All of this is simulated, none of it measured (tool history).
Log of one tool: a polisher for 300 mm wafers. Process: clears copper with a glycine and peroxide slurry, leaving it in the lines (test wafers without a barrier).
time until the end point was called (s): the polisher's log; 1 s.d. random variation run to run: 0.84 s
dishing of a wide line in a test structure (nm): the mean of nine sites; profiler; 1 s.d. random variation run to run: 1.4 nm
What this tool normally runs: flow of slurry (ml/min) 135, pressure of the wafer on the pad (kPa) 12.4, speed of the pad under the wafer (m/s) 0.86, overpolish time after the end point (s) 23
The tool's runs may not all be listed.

| run | hour | flow of slurry (ml/min) | pressure of the wafer on the pad (kPa) | speed of the pad under the wafer (m/s) | overpolish time after the end point (s) | incoming thickness of the incoming film, nm | time until the end point was called (s) | dishing of a wide line in a test structure (nm) |
|---|---|---|---|---|---|---|---|---|
| 1 | 0.0 | 135 | 12.4 | 0.86 | 23 | 399.1 | 106.5 | 58.0 |
| 2 | 35.2 | 135 | 12.4 | 0.86 | 23 | 387.2 | 102.7 | 54.9 |
| 3 | 83.4 | 135 | 11.0 | 0.94 | 23 | 396.1 | 110.2 | 52.7 |
| 4 | 140.0 | 135 | 11.0 | 0.94 | 23 | 388.2 | 107.3 | 53.2 |
| 5 | 203.1 | 135 | 12.4 | 0.86 | 23 | 394.3 | 106.4 | 56.2 |
| 6 | 246.3 | 135 | 12.4 | 0.86 | 23 | 389.3 | 103.6 | 55.1 |
| 7 | 283.9 | 135 | 10.3 | 0.86 | 23 | 394.9 | 119.7 | 49.3 |
| 8 | 340.9 | 135 | 10.3 | 0.86 | 23 | 393.7 | 120.2 | 49.8 |
| 9 | 394.7 | 135 | 12.4 | 0.86 | 23 | 389.6 | 104.3 | 53.9 |
| 10 | 440.7 | 135 | 16.5 | 1.00 | 23 | 393.4 | 79.0 | 68.7 |
| 11 | 486.0 | 100 | 12.4 | 1.10 | 11 | 400.2 | 102.9 | 30.6 |
| 12 | 636.4 | 135 | 15.9 | 1.14 | 33 | 395.0 | 76.3 | 81.3 |
| 13 | 792.4 | 135 | 13.8 | 0.86 | 12 | 388.2 | 95.0 | 36.0 |
| 14 | 835.3 | 135 | 12.4 | 0.60 | 23 | 393.1 | 120.0 | 50.5 |
| 15 | 898.9 | 135 | 9.0 | 0.62 | 12 | 401.4 | 151.4 | 23.7 |
| 16 | 923.9 | 120 | 8.3 | 0.86 | 14 | 399.3 | 143.6 | 28.4 |
| 17 | 989.1 | 135 | 12.4 | 0.86 | 23 | 393.1 | 104.0 | 56.6 |

Put back what was entered between runs (10 entries, withheld): which listed runs does each sit between, and how does the hidden state differ from the listed run before to the listed run after?
From run 2 to run 3: head pressure recalibrated (hour 75.8)
  no difference in the tool's unlogged condition between these two runs
From run 3 to run 4: worn pad replaced by a new one (hour 126.4)
  no difference in the tool's unlogged condition between these two runs
From run 4 to run 5: slurry nozzle cleaned (hour 162.3)
  no difference in the tool's unlogged condition between these two runs
From run 8 to run 9: worn pad replaced by a new one (hour 351.5)
  no difference in the tool's unlogged condition between these two runs
From run 11 to run 12: worn pad replaced by a new one (hour 520.8); head pressure recalibrated (hour 524.0)
  no difference in the tool's unlogged condition between these two runs
From run 12 to run 13: slurry nozzle cleaned (hour 715.5); worn pad replaced by a new one (hour 719.8)
  no difference in the tool's unlogged condition between these two runs
From run 15 to run 16: worn pad replaced by a new one (hour 916.0)
  no difference in the tool's unlogged condition between these two runs
From run 16 to run 17: head pressure recalibrated (hour 964.9)
  no difference in the tool's unlogged condition between these two runs
